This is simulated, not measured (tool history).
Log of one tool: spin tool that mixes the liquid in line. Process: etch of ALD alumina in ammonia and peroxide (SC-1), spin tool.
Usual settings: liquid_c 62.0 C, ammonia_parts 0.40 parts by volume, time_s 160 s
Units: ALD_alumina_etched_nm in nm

| run | hour | liquid_c | ammonia_parts | time_s | wafers since the last listed run | hours since the thermometer was replaced | hours since the ammonia flow meter was replaced | hours since the heated supply line was repaired | hours since the drum of ammonia solution was connected | hours since the gauge calibration | read-back film thickness of the ALD alumina reference wafer, read on the same gauge (nm) | ALD_alumina_etched_nm |
|---|---|---|---|---|---|---|---|---|---|---|---|---|
| 1 | 0.0 | 62.0 | 0.40 | 220 | 0 | 325.9 | 6.7 | 738.7 | 69.5 | 492.7 | 41.00 | 17.10 |
| 2 | 35.0 | 62.0 | 0.40 | 160 | 171 | 360.9 | 41.7 | 773.7 | 104.5 | 527.7 | 41.08 | 12.47 |
| 3 | 56.4 | 62.0 | 0.50 | 160 | 105 | 382.3 | 63.1 | 795.1 | 125.9 | 549.1 | 41.15 | 12.69 |
|  | 76.6 | gauge calibrated |
| 4 | 81.0 | 62.0 | 0.40 | 160 | 120 | 406.9 | 87.7 | 819.7 | 150.5 | 4.4 | 40.08 | 12.12 |
| 5 | 107.9 | 62.0 | 0.40 | 215 | 132 | 433.8 | 114.6 | 846.6 | 177.4 | 31.3 | 40.10 | 16.39 |
| 6 | 141.7 | 62.0 | 0.40 | 160 | 165 | 467.6 | 148.4 | 880.4 | 211.2 | 65.1 | 40.10 | 12.23 |
| 7 | 174.5 | 65.0 | 0.60 | 135 | 160 | 500.4 | 181.2 | 913.2 | 244.0 | 97.9 | 40.12 | 12.37 |
| 8 | 206.4 | 70.0 | 0.40 | 160 | 156 | 532.3 | 213.1 | 945.1 | 275.9 | 129.8 | 40.14 | 17.89 |
|  | 224.5 | thermometer replaced |
|  | 225.2 | heated supply line repaired |
| 9 | 226.4 | 62.0 | 0.40 | 110 | 89 | 1.9 | 233.1 | 1.2 | 295.9 | 149.8 | 40.15 | 8.40 |
| 10 | 245.6 | 62.0 | 0.40 | 160 | 94 | 21.1 | 252.3 | 20.4 | 315.1 | 169.0 | 40.17 | 12.15 |
| 11 | 265.2 | 67.0 | 0.30 | 95 | 96 | 40.7 | 271.9 | 40.0 | 334.7 | 188.6 | 40.19 | 9.10 |
| 12 | 295.8 | 62.0 | 0.40 | 160 | 150 | 71.3 | 302.5 | 70.6 | 365.3 | 219.2 | 40.21 | 12.10 |
| 13 | 316.7 | 62.0 | 0.40 | 160 | 102 | 92.2 | 323.4 | 91.5 | 386.2 | 240.1 | 40.26 | 12.11 |
| 14 | 347.1 | 62.0 | 0.40 | 160 | 149 | 122.6 | 353.8 | 121.9 | 416.6 | 270.5 | 40.29 | 12.32 |
| 15 | 376.3 | 66.5 | 0.30 | 250 | 143 | 151.8 | 383.0 | 151.1 | 445.8 | 299.7 | 40.36 | 23.11 |
| 16 | 396.0 | 66.0 | 0.40 | 95 | 96 | 171.5 | 402.7 | 170.8 | 465.5 | 319.4 | 40.37 | 8.94 |
| 17 | 416.8 | 57.5 | 0.30 | 115 | 102 | 192.3 | 423.5 | 191.6 | 486.3 | 340.2 | 40.43 | 6.79 |
| 18 | 429.8 | 56.0 | 0.40 | 160 | 63 | 205.3 | 436.5 | 204.6 | 499.3 | 353.2 | 40.46 | 8.96 |
| 19 | 443.2 | 62.0 | 0.40 | 160 | 65 | 218.7 | 449.9 | 218.0 | 512.7 | 366.6 | 40.49 | 12.22 |
|  | 459.9 | new drum of ammonia solution connected |
| 20 | 460.4 | 69.0 | 0.25 | 125 | 79 | 235.9 | 467.1 | 235.2 | 0.5 | 383.8 | 40.51 | 12.99 |
| 21 | 494.9 | 62.0 | 0.40 | 160 | 169 | 270.4 | 501.6 | 269.7 | 35.0 | 418.3 | 40.59 | 12.34 |
| 22 | 513.2 | 62.0 | 0.40 | 160 | 89 | 288.7 | 519.9 | 288.0 | 53.3 | 436.6 | 40.62 | 12.35 |
| 23 | 546.7 | 68.5 | 0.50 | 235 | 164 | 322.2 | 553.4 | 321.5 | 86.8 | 470.1 | 40.73 | 25.34 |
| 24 | 572.1 | 70.0 | 0.25 | 160 | 124 | 347.6 | 578.8 | 346.9 | 112.2 | 495.5 | 40.79 | 17.34 |
| 25 | 597.6 | 59.0 | 0.35 | 200 | 125 | 373.1 | 604.3 | 372.4 | 137.7 | 521.0 | 40.84 | 13.08 |

4 ways to go on from here, each from the tool as it stands after run 25. What would each give?
| A | 598.1 | 58.5 | 0.40 | 160 | 2 | 373.6 | 604.8 | 372.9 | 138.2 | 521.5 | ? | ? |
| B | 598.1 | 62.0 | 0.20 | 185 | 2 | 373.6 | 604.8 | 372.9 | 138.2 | 521.5 | ? | ? |
| C | 598.1 | 53.0 | 0.25 | 220 | 2 | 373.6 | 604.8 | 372.9 | 138.2 | 521.5 | ? | ? |
| D | 598.1 | 53.5 | 0.20 | 160 | 2 | 373.6 | 604.8 | 372.9 | 138.2 | 521.5 | ? | ? |

| run | read-back film thickness of the ALD alumina reference wafer, read on the same gauge (nm) | ALD_alumina_etched_nm |
|---|---|---|
| A | 40.89 | 10.34 |
| B | 40.89 | 13.40 |
| C | 40.89 | 10.17 |
| D | 40.89 | 7.44 |
Without the tool's hidden state the same runs would have given:
| run | ALD_alumina_etched_nm |
|---|---|
| A | 10.12 |
| B | 13.11 |
| C | 9.95 |
| D | 7.28 |
